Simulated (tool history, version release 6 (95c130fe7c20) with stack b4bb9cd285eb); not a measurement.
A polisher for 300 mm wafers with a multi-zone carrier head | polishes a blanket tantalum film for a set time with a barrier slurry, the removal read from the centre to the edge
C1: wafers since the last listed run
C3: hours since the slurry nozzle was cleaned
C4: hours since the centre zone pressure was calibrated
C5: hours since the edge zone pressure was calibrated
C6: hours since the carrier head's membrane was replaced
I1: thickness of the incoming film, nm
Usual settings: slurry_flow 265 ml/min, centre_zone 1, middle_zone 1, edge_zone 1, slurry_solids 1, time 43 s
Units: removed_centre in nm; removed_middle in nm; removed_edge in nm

Run 1, hour 0: usual settings; C1 0; wafers polished on this pad 6384; C3 409.6; C4 94.8; C5 371.5; C6 107.3; I1 211.5. Result: removed_centre 38.3 nm, removed_middle 38.4 nm, removed_edge 37.4 nm.
At hour 28.8: slurry nozzle cleaned.
At hour 44.3: edge zone pressure recalibrated.
Run 2, hour 63.9: usual settings; C1 1066; wafers polished on this pad 7451; C3 35.1; C4 158.7; C5 19.6; C6 171.2; I1 206.4. Result: removed_centre 40.2 nm, removed_middle 39.1 nm, removed_edge 39.3 nm.
At hour 74.4: worn pad replaced by a new one.
Run 3, hour 112.6: usual settings; C1 782; wafers polished on this pad 669; C3 83.8; C4 207.4; C5 68.3; C6 219.9; I1 214. Result: removed_centre 39.8 nm, removed_middle 39.8 nm, removed_edge 38.6 nm.
Run 4, hour 264.3: usual settings but edge_zone 1.07, time 50 s; C1 2657; wafers polished on this pad 3326; C3 235.5; C4 359.1; C5 220; C6 371.6; I1 207.9. Result: removed_centre 45.3 nm, removed_middle 44.6 nm, removed_edge 46.2 nm.
Run 5, hour 333.8: usual settings but middle_zone 0.97, edge_zone 1.09; C1 1217; wafers polished on this pad 4543; C3 305; C4 428.6; C5 289.5; C6 441.1; I1 210. Result: removed_centre 38.8 nm, removed_middle 37.3 nm, removed_edge 38.7 nm.
At hour 440.3: edge zone pressure recalibrated.
At hour 447.7: slurry nozzle cleaned.
Run 6, hour 449: usual settings but slurry_flow 320 ml/min, slurry_solids 0.8; C1 1965; wafers polished on this pad 6509; C3 1.3; C4 543.8; C5 8.7; C6 556.3; I1 211.5. Result: removed_centre 41.9 nm, removed_middle 40.3 nm, removed_edge 38.5 nm.
Run 7, hour 492: usual settings but time 37 s; C1 753; wafers polished on this pad 7262; C3 44.3; C4 586.8; C5 51.7; C6 599.3; I1 209.9. Result: removed_centre 36.7 nm, removed_middle 33.7 nm, removed_edge 33.2 nm.
At hour 519.2: worn pad replaced by a new one.
Run 8, hour 560.4: usual settings but slurry_flow 310 ml/min; C1 1128; wafers polished on this pad 722; C3 112.7; C4 655.2; C5 120.1; C6 667.7; I1 206.3. Result: removed_centre 43.1 nm, removed_middle 39.5 nm, removed_edge 38.5 nm.
Run 9, hour 629.8: usual settings; C1 1215; wafers polished on this pad 1937; C3 182.1; C4 724.6; C5 189.5; C6 737.1; I1 209.1. Result: removed_centre 42.3 nm, removed_middle 39.1 nm, removed_edge 37.9 nm.
At hour 632: centre zone pressure recalibrated.
Run 10, hour 827.6: usual settings but centre_zone 1.07, middle_zone 0.92; C1 3429; wafers polished on this pad 5367; C3 379.9; C4 195.6; C5 387.3; C6 934.9; I1 210.1. Result: removed_centre 41.1 nm, removed_middle 35.8 nm, removed_edge 37.4 nm.
At hour 851.5: edge zone pressure recalibrated.
Run 11, hour 868.8: usual settings but edge_zone 1.07, time 50 s; C1 686; wafers polished on this pad 6054; C3 421.1; C4 236.8; C5 17.3; C6 976.1; I1 210.7. Result: removed_centre 45 nm, removed_middle 43.7 nm, removed_edge 45 nm.
At hour 893.6: slurry nozzle cleaned.
At hour 908: carrier head's membrane replaced by a new one.
Run 12, hour 934.9: usual settings but slurry_flow 215 ml/min, middle_zone 0.89; C1 1052; wafers polished on this pad 7106; C3 41.3; C4 302.9; C5 83.4; C6 26.9; I1 212.3. Result: removed_centre 40.3 nm, removed_middle 34.6 nm, removed_edge 38 nm.
At hour 984.7: worn pad replaced by a new one.
Run 13, hour 1004: usual settings but centre_zone 0.9; C1 1140; wafers polished on this pad 337; C3 110.4; C4 372; C5 152.5; C6 96; I1 208.7. Result: removed_centre 36.3 nm, removed_middle 39.2 nm, removed_edge 38.7 nm.
Run 14, hour 1066.1: usual settings; C1 1087; wafers polished on this pad 1425; C3 172.5; C4 434.1; C5 214.6; C6 158.1; I1 207.5. Result: removed_centre 40 nm, removed_middle 39.4 nm, removed_edge 37.7 nm.
Run 15, hour 1099.2: usual settings but middle_zone 0.93, time 49 s; C1 579; wafers polished on this pad 2005; C3 205.6; C4 467.2; C5 247.7; C6 191.2; I1 210.4. Result: removed_centre 46.1 nm, removed_middle 40.2 nm, removed_edge 42.9 nm.
Run 16, hour 1151.4: usual settings but slurry_solids 0.8; C1 914; wafers polished on this pad 2919; C3 257.8; C4 519.4; C5 299.9; C6 243.4; I1 212.3. Result: removed_centre 38.7 nm, removed_middle 36.6 nm, removed_edge 36.3 nm.
Run 17, hour 1177: usual settings but slurry_flow 305 ml/min, centre_zone 0.96, slurry_solids 1.1, time 28 s; C1 448; wafers polished on this pad 3368; C3 283.4; C4 545; C5 325.5; C6 269; I1 208.5. Result: removed_centre 26.3 nm, removed_middle 25.6 nm, removed_edge 25.1 nm.
Run 18, hour 1245.4: usual settings but centre_zone 1.1, edge_zone 0.96; C1 1198; wafers polished on this pad 4566; C3 351.8; C4 613.4; C5 393.9; C6 337.4; I1 207. Result: removed_centre 45.6 nm, removed_middle 37.4 nm, removed_edge 36.3 nm.
Run 19, hour 1301.8: usual settings but slurry_flow 180 ml/min, centre_zone 1.09; C1 987; wafers polished on this pad 5554; C3 408.2; C4 669.8; C5 450.3; C6 393.8; I1 211.8. Result: removed_centre 41.5 nm, removed_middle 33.4 nm, removed_edge 35.1 nm.
At hour 1322.2: edge zone pressure recalibrated.
Run 20, hour 1327.5: usual settings; C1 415; wafers polished on this pad 5969; C3 433.9; C4 695.5; C5 5.3; C6 419.5; I1 206. Result: removed_centre 41.7 nm, removed_middle 37.6 nm, removed_edge 37.3 nm.

5 ways to go on from here, each from the tool as it stands after run 20. What would each give?
Run A, hour 1327.9: usual settings; C1 7; wafers polished on this pad 5976; C3 434.3; C4 695.9; C5 5.7; C6 419.9; I1 213.3. Result: removed_centre ?, removed_middle ?, removed_edge ?.
Run B, hour 1327.9: usual settings but edge_zone 0.9, slurry_solids 0.75, time 30 s; C1 7; wafers polished on this pad 5976; C3 434.3; C4 695.9; C5 5.7; C6 419.9; I1 213.3. Result: removed_centre ?, removed_middle ?, removed_edge ?.
Run C, hour 1327.9: usual settings but slurry_solids 1.2; C1 7; wafers polished on this pad 5976; C3 434.3; C4 695.9; C5 5.7; C6 419.9; I1 213.3. Result: removed_centre ?, removed_middle ?, removed_edge ?.
Run D, hour 1327.9: usual settings but slurry_solids 0.9; C1 7; wafers polished on this pad 5976; C3 434.3; C4 695.9; C5 5.7; C6 419.9; I1 213.3. Result: removed_centre ?, removed_middle ?, removed_edge ?.
Run E, hour 1327.9: usual settings but middle_zone 0.96, edge_zone 0.97, slurry_solids 0.85; C1 7; wafers polished on this pad 5976; C3 434.3; C4 695.9; C5 5.7; C6 419.9; I1 213.3. Result: removed_centre ?, removed_middle ?, removed_edge ?.

run  removed_centre  removed_middle  removed_edge
  A            41.1            37.3          37.1
  B            27.5            24.9          23.6
  C            42.2            38.3          38.1
  D            40.4            36.7          36.5
  E            40.1            35.2          35.7
Without the tool's hidden state the same runs would have given:
run  removed_centre  removed_middle  removed_edge
  A            40.4            40.5          39.4
  B              27            27.1          25.1
  C            41.5            41.7          40.5
  D            39.7            39.9          38.8
  E            39.4            38.2            38
